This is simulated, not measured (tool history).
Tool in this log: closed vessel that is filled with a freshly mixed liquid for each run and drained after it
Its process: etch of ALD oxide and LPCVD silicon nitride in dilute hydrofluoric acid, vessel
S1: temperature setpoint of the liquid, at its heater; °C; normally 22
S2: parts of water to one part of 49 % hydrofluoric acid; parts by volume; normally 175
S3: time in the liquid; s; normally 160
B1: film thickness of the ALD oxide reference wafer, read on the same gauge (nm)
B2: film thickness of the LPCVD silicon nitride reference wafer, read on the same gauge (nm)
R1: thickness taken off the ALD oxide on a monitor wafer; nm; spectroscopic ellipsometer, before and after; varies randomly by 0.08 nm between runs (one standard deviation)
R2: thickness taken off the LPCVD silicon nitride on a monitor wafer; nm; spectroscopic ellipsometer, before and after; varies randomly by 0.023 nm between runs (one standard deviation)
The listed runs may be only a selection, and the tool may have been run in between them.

Run 1, hour 0.0: usual settings; B1 60.00; B2 150.016. Result: R1 11.67 nm, R2 0.380 nm.
Run 2, hour 14.7: usual settings; B1 60.00; B2 149.989. Result: R1 11.90 nm, R2 0.356 nm.
Run 3, hour 32.0: usual settings but S1 18 °C; B1 59.98; B2 150.009. Result: R1 10.01 nm, R2 0.296 nm.
Run 4, hour 55.1: usual settings but S1 18 °C; B1 60.01; B2 149.994. Result: R1 10.10 nm, R2 0.292 nm.
Run 5, hour 70.6: usual settings but S1 18 °C; B1 59.99; B2 149.994. Result: R1 10.04 nm, R2 0.315 nm.
Run 6, hour 85.8: usual settings; B1 60.01; B2 150.022. Result: R1 11.70 nm, R2 0.415 nm.
Run 7, hour 110.6: usual settings; B1 60.02; B2 150.015. Result: R1 11.80 nm, R2 0.393 nm.
Run 8, hour 141.3: usual settings; B1 60.03; B2 150.005. Result: R1 11.60 nm, R2 0.419 nm.
Run 9, hour 171.1: usual settings; B1 60.04; B2 150.010. Result: R1 11.59 nm, R2 0.433 nm.
At hour 196.6: hydrofluoric acid flow meter replaced.
Run 10, hour 197.1: usual settings but S1 25 °C; B1 59.99; B2 149.995. Result: R1 14.85 nm, R2 0.531 nm.
Run 11, hour 231.3: usual settings; B1 59.98; B2 149.997. Result: R1 13.30 nm, R2 0.433 nm.
Run 12, hour 261.0: usual settings; B1 60.01; B2 149.990. Result: R1 13.37 nm, R2 0.430 nm.
Run 13, hour 294.2: usual settings but S2 120 parts by volume; B1 60.00; B2 149.994. Result: R1 20.74 nm, R2 0.585 nm.
Run 14, hour 328.1: usual settings but S1 27 °C, S2 90 parts by volume, S3 130 s; B1 59.99; B2 149.989. Result: R1 27.81 nm, R2 0.929 nm.

Forecast run 15:
Run 15, hour 346.1: usual settings but S1 20 °C; B1 ?; B2 ?. Result: R1 ?, R2 ?.

B1: 59.97
B2: 149.987
R1: 12.30 nm
R2: 0.386 nm
Minus the tool's unlogged condition, the same run would have read R1 11.58 nm, R2 0.339 nm.
